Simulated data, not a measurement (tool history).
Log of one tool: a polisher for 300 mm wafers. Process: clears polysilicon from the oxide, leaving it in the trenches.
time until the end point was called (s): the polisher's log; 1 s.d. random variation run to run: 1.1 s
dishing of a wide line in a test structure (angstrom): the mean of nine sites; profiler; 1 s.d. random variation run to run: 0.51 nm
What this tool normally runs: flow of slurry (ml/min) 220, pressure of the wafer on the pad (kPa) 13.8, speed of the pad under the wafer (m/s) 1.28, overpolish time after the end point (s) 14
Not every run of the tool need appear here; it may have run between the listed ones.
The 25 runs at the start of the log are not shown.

run,hour,flow of slurry (ml/min),pressure of the wafer on the pad (kPa),speed of the pad under the wafer (m/s),overpolish time after the end point (s),"incoming thickness of the incoming film, nm",time until the end point was called (s),dishing of a wide line in a test structure (angstrom)
26,684.1,220,13.8,1.28,14,641.6,58.1,458
# hour 690.1: worn pad replaced by a new one
27,717.2,220,13.8,1.28,14,636.3,59.7,467
28,737.4,180,9.7,1.48,17,631.5,76.8,450
# hour 750.3: head pressure recalibrated
29,750.8,220,13.8,1.28,14,632.9,56.2,461
30,767.3,145,16.5,1.46,14,631.4,43.1,472
31,802.1,220,13.8,1.28,14,637.9,55.8,468
32,837.0,220,13.8,1.10,14,639.0,62.6,449
33,871.0,200,16.5,1.28,14,640.0,49.3,467

5 ways to go on from here, each from the tool as it stands after run 33. What would each give?
A,871.4,220,13.8,1.28,8,631.9,?,?
B,871.4,220,13.8,1.62,14,631.9,?,?
C,871.4,220,13.8,1.42,22,631.9,?,?
D,871.4,275,13.8,1.28,14,631.9,?,?
E,871.4,220,15.2,1.28,14,631.9,?,?

run,time until the end point was called (s),dishing of a wide line in a test structure (angstrom)
A,56.8,413
B,46.3,477
C,51.9,484
D,55.6,469
E,51.6,473
The same runs, with their run-to-run variation unchanged, on a tool lacking any hidden condition would have given:
run,time until the end point was called (s),dishing of a wide line in a test structure (angstrom)
A,55.0,418
B,44.9,478
C,50.3,484
D,53.9,471
E,50.0,474
